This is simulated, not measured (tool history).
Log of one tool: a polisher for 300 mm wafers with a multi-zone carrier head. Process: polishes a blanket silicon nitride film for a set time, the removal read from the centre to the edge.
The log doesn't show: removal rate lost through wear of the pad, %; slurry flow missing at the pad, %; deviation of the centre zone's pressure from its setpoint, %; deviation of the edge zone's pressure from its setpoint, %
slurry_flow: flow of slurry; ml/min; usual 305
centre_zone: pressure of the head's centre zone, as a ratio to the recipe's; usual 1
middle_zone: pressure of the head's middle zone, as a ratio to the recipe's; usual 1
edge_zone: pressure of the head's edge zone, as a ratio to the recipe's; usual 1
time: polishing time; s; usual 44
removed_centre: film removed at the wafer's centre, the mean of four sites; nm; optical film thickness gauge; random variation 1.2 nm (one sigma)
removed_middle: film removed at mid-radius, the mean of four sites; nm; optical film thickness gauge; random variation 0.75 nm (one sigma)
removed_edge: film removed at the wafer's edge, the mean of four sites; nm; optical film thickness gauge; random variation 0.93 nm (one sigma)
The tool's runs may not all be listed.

run,hour,slurry_flow,centre_zone,middle_zone,edge_zone,time,wafers since the last listed run,wafers polished on this pad,hours since the slurry nozzle was cleaned,hours since the centre zone pressure was calibrated,hours since the edge zone pressure was calibrated,hours since the carrier head's membrane was replaced,"incoming thickness of the incoming film, nm",removed_centre,removed_middle,removed_edge
1,0,305,1,1.06,0.98,44,0,2271,248.2,389.9,347.8,567.2,445.5,104,113.1,106.1
2,55.7,305,1,1.06,0.98,44,596,2868,303.9,445.6,403.5,622.9,448.2,103.4,112.6,105.3
3,104.9,305,1,1.06,0.98,44,527,3395,353.1,494.8,452.7,672.1,444,104.7,113.1,105.5
4,192,305,1,1,1,41,933,4328,440.2,581.9,539.8,759.2,440.7,96.4,99.3,98.9
# hour 221.8: worn pad replaced by a new one
5,230.3,305,1,1,1,44,367,91,478.5,620.2,578.1,797.5,445.5,103.9,108.1,105.6
6,313.6,305,1,1,1,44,892,983,561.8,703.5,661.4,880.8,443.4,102.4,106.7,105.8
7,417.1,305,1,1,1,44,1108,2092,665.3,807,764.9,984.3,435,101.7,106.3,104.5
# hour 421.8: edge zone pressure recalibrated
# hour 437.1: centre zone pressure recalibrated
# hour 453.3: carrier head's membrane replaced by a new one
8,487.8,305,1,1,1,44,661,2753,736,50.7,66,34.5,442,100.6,106.1,105.3
# hour 499.4: slurry nozzle cleaned
9,580.9,305,1,1,1,44,986,3740,81.5,143.8,159.1,127.6,441.3,95.6,101,102.2
# hour 615: worn pad replaced by a new one
10,641.5,225,1,0.9,1,32,606,284,142.1,204.4,219.7,188.2,445.5,64.5,62.3,69.9
11,686.6,305,1,1,1,41,483,767,187.2,249.5,264.8,233.3,439.4,87.9,93.4,94.3
12,753.5,230,1.1,1,1.12,44,716,1484,254.1,316.4,331.7,300.2,436.9,95.1,92.3,101.9
13,821.7,375,1,1,1,49,730,2214,322.3,384.6,399.9,368.4,445.4,107.5,112.8,113.9
14,915,305,1.09,1,1,51,999,3214,415.6,477.9,493.2,461.7,444.8,115.6,113.8,113.8
# hour 919.2: slurry nozzle cleaned, repeated, since the last time left the tool worse
# hour 1067.5: worn pad replaced by a new one
# hour 1159.7: edge zone pressure recalibrated
15,1220.7,305,1,1,1,50,3200,1620,301.5,783.6,61,767.4,446.7,115.7,122,119.6
16,1265.7,305,1,0.93,1,44,482,2102,346.5,828.6,106,812.4,442.9,101.5,100.4,108
# hour 1279.8: centre zone pressure recalibrated
17,1308.9,305,1,1,0.9,44,441,2543,389.7,29.1,149.2,855.6,441.4,100.7,106,101.2
18,1363.1,305,1,1,1,44,580,3124,443.9,83.3,203.4,909.8,438.9,104,105.1,104.6
# hour 1420.5: carrier head's membrane replaced by a new one
19,1464.5,305,1,1,1,44,1032,4157,545.3,184.7,304.8,44,433.4,102,106.6,105
# hour 1473.4: worn pad replaced by a new one
20,1501.6,305,1,1,1.03,44,354,301,582.4,221.8,341.9,81.1,442.3,100.5,104.2,105.7
21,1561.2,305,1,1,1,58,638,940,642,281.4,401.5,140.7,442.2,130.5,137.4,138.7
22,1599.6,305,1.03,1,1.07,44,411,1351,680.4,319.8,439.9,179.1,433.5,102.6,104.8,106.8
# hour 1607.6: slurry nozzle cleaned
23,1707.1,235,1.08,1,1.09,44,1141,2492,99.5,427.3,547.4,286.6,443.2,108.5,104.2,109.1

3 ways to go on from here, each from the tool as it stands after run 23. What would each give?
A,1707.5,305,1,1,1,44,4,2497,99.9,427.7,547.8,287,436.6,?,?,?
B,1707.5,305,1.07,1,1.05,48,4,2497,99.9,427.7,547.8,287,436.6,?,?,?
C,1707.5,210,1,1,0.94,44,4,2497,99.9,427.7,547.8,287,436.6,?,?,?

run,removed_centre,removed_middle,removed_edge
A,103.9,108.2,106.3
B,120.3,118,118.8
C,98.1,102.8,99.3
Without the tool's hidden state the same runs would have given:
run,removed_centre,removed_middle,removed_edge
A,104.8,109,106.9
B,121.4,118.9,119.5
C,99.4,104,100.2

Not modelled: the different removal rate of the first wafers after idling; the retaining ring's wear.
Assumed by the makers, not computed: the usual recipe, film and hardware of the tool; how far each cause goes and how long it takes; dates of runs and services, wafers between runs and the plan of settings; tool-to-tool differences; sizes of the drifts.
